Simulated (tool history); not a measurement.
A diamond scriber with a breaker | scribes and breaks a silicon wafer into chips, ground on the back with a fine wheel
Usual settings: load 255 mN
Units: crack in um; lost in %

run    hour  load  wafers since the last listed run  hours since the diamond tip was replaced  hours since the load on the tip was calibrated  incoming depth of the damage left on the back of the incoming wafer, um  crack  lost
  1       0   307                                 0                                     141.9                                              85                                                                     2.45  16.36  3.69
  2    38.9   307                               144                                     180.8                                           123.9                                                                     1.55  16.36  3.64
  3    86.3   255                               175                                     228.2                                           171.3                                                                     1.73  15.05   2.1
  4   117.3   255                               114                                     259.2                                           202.3                                                                     1.73   15.3  1.93
  5   171.3   255                               200                                     313.2                                           256.3                                                                      1.7  15.46  2.06
  6   203.3   255                               118                                     345.2                                           288.3                                                                      2.3  15.54  2.44
  7   249.2   255                               170                                     391.1                                           334.2                                                                     1.87   15.4  2.15
  8   310.2   255                               226                                     452.1                                           395.2                                                                     1.88   15.8  2.27
  9   339.2   255                               107                                     481.1                                           424.2                                                                      2.3  15.56  2.61
      341.6  -- load on the tip recalibrated
 10   384.6   255                               160                                     526.5                                              43                                                                     1.96  14.73  1.62
 11   447.5   255                               233                                     589.4                                           105.9                                                                      2.3  15.07  1.94
 12   482.5   309                               129                                     624.4                                           140.9                                                                     1.62  16.18   4.1
 13   539.4   309                               210                                     681.3                                           197.8                                                                     2.47  16.88  4.47
 14   590.3   255                               188                                     732.2                                           248.7                                                                     2.94  15.25  2.43
 15   658.6   275                               253                                     800.5                                             317                                                                     2.95  15.88  3.64
 16     713   214                               201                                     854.9                                           371.4                                                                     2.05  14.34  1.91
      781.2  -- load on the tip recalibrated
      905.9  -- diamond tip replaced by a new one
 17   912.4   317                               724                                       6.5                                           131.2                                                                     2.53  16.37  4.41
 18   947.2   255                               128                                      41.3                                             166                                                                     2.77  14.98  2.03
 19   993.5   255                               171                                      87.6                                           212.3                                                                     2.92  15.17  2.38
 20  1044.6   216                               189                                     138.7                                           263.4                                                                     2.11  14.12  1.96
 21  1076.5   230                               118                                     170.6                                           295.3                                                                      1.7   14.8  1.44
 22  1128.8   229                               193                                     222.9                                           347.6                                                                     2.92  14.74  2.47
 23  1155.2   192                                97                                     249.3                                             374                                                                     1.77  13.97  2.61
 24    1188   318                               121                                     282.1                                           406.8                                                                     2.89  17.39  5.97
     1213.3  -- load on the tip recalibrated
 25  1238.1   204                               178                                     332.2                                            24.8                                                                      2.8  13.46  3.98
 26  1300.8   278                               232                                     394.9                                            87.5                                                                     2.75  15.47  2.42
 27    1365   255                               237                                     459.1                                           151.7                                                                     2.75   14.9  2.01
 28  1420.9   325                               207                                       515                                           207.6                                                                     2.96  16.97  5.47

3 ways to go on from here, each from the tool as it stands after run 28. What would each give?
  A  1421.4   274                                 1                                     515.5                                           208.1                                                                     2.75      ?     ?
  B  1421.4   186                                 1                                     515.5                                           208.1                                                                     2.75      ?     ?
  C  1421.4   327                                 1                                     515.5                                           208.1                                                                     2.75      ?     ?

run  crack  lost
  A  15.68  2.63
  B  13.24   4.1
  C  17.06  5.59
Without the tool's hidden state the same runs would have given:
run  crack  lost
  A   15.2  2.15
  B  12.84  5.42
  C  16.54  4.24

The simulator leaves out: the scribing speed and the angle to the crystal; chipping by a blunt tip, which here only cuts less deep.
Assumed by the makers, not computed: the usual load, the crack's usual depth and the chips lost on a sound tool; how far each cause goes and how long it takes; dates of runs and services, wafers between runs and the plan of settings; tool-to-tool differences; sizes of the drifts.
